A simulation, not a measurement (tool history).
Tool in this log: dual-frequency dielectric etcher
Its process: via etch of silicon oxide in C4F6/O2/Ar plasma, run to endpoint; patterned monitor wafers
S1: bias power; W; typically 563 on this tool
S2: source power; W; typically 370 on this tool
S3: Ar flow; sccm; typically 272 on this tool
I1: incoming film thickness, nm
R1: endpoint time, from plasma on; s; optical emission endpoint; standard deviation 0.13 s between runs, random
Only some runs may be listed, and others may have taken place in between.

run   hour   S1   S2   S3     I1    R1
  1      0  626  340  272  119.8  22.9
  2    201  563  410  226  117.7  21.3
  3  255.3  563  440  272  119.7  21.7
  4  301.3  563  440  272  118.3  21.7
  5  362.3  563  440  272  119.3  21.5
  6  431.4  627  370  272  118.4  21.2
  7  476.5  529  370  272  117.2  23.1
  8  511.9  563  370  333    118  24.4
  9  537.3  504  300  295  118.9  28.2
 10  606.8  641  370  272  119.9  22.3
 11  658.2  676  370  272  117.7    21
 12  726.2  563  330  272  117.6  24.4
 13    857  641  370  272  118.6  21.6
 14  883.4  563  370  272  117.1  22.9
 15  926.6  563  440  313  119.4  22.3

Put back what was entered between runs (5 entries, withheld): which listed runs does each sit between, and how does the hidden state differ from the listed run before to the listed run after?
Runs 3 to 4: bias power generator calibrated (hour 290.8)
  etch rate over this chamber's usual, %: 3.99 -> 4.38
  measured minus no-state result, R1: -0.9 -> -0.9 s
Runs 5 to 6: source power generator calibrated (hour 406.5)
  etch rate over this chamber's usual, %: 4.88 -> 5.45
  measured minus no-state result, R1: -1 -> -1.1 s
Runs 6 to 7: Ar flow controller replaced (hour 469.7)
  etch rate over this chamber's usual, %: 5.45 -> 5.82
  measured minus no-state result, R1: -1.1 -> -1.4 s
Runs 7 to 8: wet clean of the chamber (hour 511.4)
  etch rate over this chamber's usual, %: 5.82 -> -0.514
  measured minus no-state result, R1: -1.4 -> +0.1 s
Runs 10 to 11: upper electrode replaced (hour 634.2)
  etch rate over this chamber's usual, %: 0.271 -> 0.696
  measured minus no-state result, R1: +0 -> -0.2 s

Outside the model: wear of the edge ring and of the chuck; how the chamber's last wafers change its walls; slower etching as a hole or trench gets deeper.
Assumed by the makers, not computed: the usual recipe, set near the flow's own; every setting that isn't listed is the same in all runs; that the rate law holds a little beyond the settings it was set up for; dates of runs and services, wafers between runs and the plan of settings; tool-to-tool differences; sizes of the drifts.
